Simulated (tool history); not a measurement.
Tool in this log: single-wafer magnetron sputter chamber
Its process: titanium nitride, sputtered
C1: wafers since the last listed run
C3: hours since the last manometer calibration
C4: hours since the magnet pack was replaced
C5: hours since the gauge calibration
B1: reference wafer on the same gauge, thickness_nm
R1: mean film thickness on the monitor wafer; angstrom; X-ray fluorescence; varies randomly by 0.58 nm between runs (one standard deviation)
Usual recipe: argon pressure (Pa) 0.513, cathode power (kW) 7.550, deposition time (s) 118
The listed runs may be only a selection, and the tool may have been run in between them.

Run 1, day 0.000: usual settings; C1 0; wafers on the sputter target 4609; C3 1999.3; C4 8982.9; C5 105.2; B1 168.938. Result: R1 1564.85 angstrom.
Run 2, day 0.571: usual settings but cathode power (kW) 6.300; C1 210; wafers on the sputter target 4819; C3 2013.0; C4 8996.6; C5 118.9; B1 169.090. Result: R1 1358.68 angstrom.
Run 3, day 0.838: usual settings but cathode power (kW) 6.300; C1 98; wafers on the sputter target 4917; C3 2019.4; C4 9003.0; C5 125.3; B1 169.089. Result: R1 1362.43 angstrom.
Run 4, day 1.500: usual settings but cathode power (kW) 6.300; C1 244; wafers on the sputter target 5161; C3 2035.3; C4 9018.9; C5 141.2; B1 168.812. Result: R1 1374.24 angstrom.
Run 5, day 1.896: usual settings; C1 145; wafers on the sputter target 5307; C3 2044.8; C4 9028.4; C5 150.7; B1 169.263. Result: R1 1564.80 angstrom.
Run 6, day 2.346: usual settings; C1 165; wafers on the sputter target 5473; C3 2055.6; C4 9039.2; C5 161.5; B1 169.023. Result: R1 1569.25 angstrom.
Run 7, day 2.971: usual settings; C1 230; wafers on the sputter target 5703; C3 2070.6; C4 9054.2; C5 176.5; B1 169.097. Result: R1 1565.13 angstrom.
Run 8, day 3.350: usual settings but cathode power (kW) 6.250; C1 139; wafers on the sputter target 5843; C3 2079.7; C4 9063.3; C5 185.6; B1 168.985. Result: R1 1357.47 angstrom.
At day 3.617: gauge calibrated.
Run 9, day 4.096: usual settings but argon pressure (Pa) 0.603, deposition time (s) 105; C1 274; wafers on the sputter target 6117; C3 2097.6; C4 9081.2; C5 11.5; B1 169.128. Result: R1 1324.31 angstrom.
At day 4.446: sputter target and shields replaced.
Run 10, day 4.483: usual settings but argon pressure (Pa) 0.666, cathode power (kW) 9.400, deposition time (s) 139; C1 19; wafers on the sputter target 13; C3 2106.9; C4 9090.5; C5 20.8; B1 169.326. Result: R1 2106.08 angstrom.
At day 5.238: magnet pack replaced.
At day 5.800: capacitance manometer re-zeroed and calibrated.
Run 11, day 6.600: usual settings; C1 534; wafers on the sputter target 547; C3 19.2; C4 32.7; C5 71.6; B1 168.927. Result: R1 1596.11 angstrom.
Run 12, day 7.096: usual settings but argon pressure (Pa) 0.666, cathode power (kW) 6.250, deposition time (s) 108; C1 182; wafers on the sputter target 730; C3 31.1; C4 44.6; C5 83.5; B1 168.909. Result: R1 1175.82 angstrom.
Run 13, day 7.712: usual settings but argon pressure (Pa) 0.608, cathode power (kW) 6.050, deposition time (s) 128; C1 227; wafers on the sputter target 957; C3 45.9; C4 59.4; C5 98.3; B1 169.066. Result: R1 1388.28 angstrom.
Run 14, day 8.404: usual settings but cathode power (kW) 6.300; C1 254; wafers on the sputter target 1212; C3 62.5; C4 76.0; C5 114.9; B1 168.980. Result: R1 1378.55 angstrom.
Run 15, day 8.850: usual settings but argon pressure (Pa) 0.592, cathode power (kW) 5.900, deposition time (s) 136; C1 164; wafers on the sputter target 1376; C3 73.2; C4 86.7; C5 125.6; B1 169.155. Result: R1 1453.53 angstrom.
Run 16, day 9.188: usual settings but argon pressure (Pa) 0.709, deposition time (s) 135; C1 124; wafers on the sputter target 1501; C3 81.3; C4 94.8; C5 133.7; B1 168.929. Result: R1 1658.88 angstrom.
Run 17, day 9.875: usual settings but deposition time (s) 139; C1 253; wafers on the sputter target 1754; C3 97.8; C4 111.3; C5 150.2; B1 168.993. Result: R1 1846.45 angstrom.

4 ways to go on from here, each from the tool as it stands after run 17. What would each give?
Run A, day 9.892: usual settings but argon pressure (Pa) 0.434; C1 6; wafers on the sputter target 1760; C3 98.2; C4 111.7; C5 150.6; B1 ?. Result: R1 ?.
Run B, day 9.892: usual settings but argon pressure (Pa) 0.325, cathode power (kW) 5.850, deposition time (s) 130; C1 6; wafers on the sputter target 1760; C3 98.2; C4 111.7; C5 150.6; B1 ?. Result: R1 ?.
Run C, day 9.892: usual settings but argon pressure (Pa) 0.459, deposition time (s) 95; C1 6; wafers on the sputter target 1760; C3 98.2; C4 111.7; C5 150.6; B1 ?. Result: R1 ?.
Run D, day 9.892: usual settings but deposition time (s) 138; C1 6; wafers on the sputter target 1760; C3 98.2; C4 111.7; C5 150.6; B1 ?. Result: R1 ?.

run       B1       R1
  A  168.993  1634.21
  B  168.993  1563.47
  C  168.993  1300.14
  D  168.993  1841.08
The same runs, with their run-to-run variation unchanged, on a tool lacking any hidden condition would have given:
run       R1
  A  1667.37
  B  1595.19
  C  1326.52
  D  1878.44
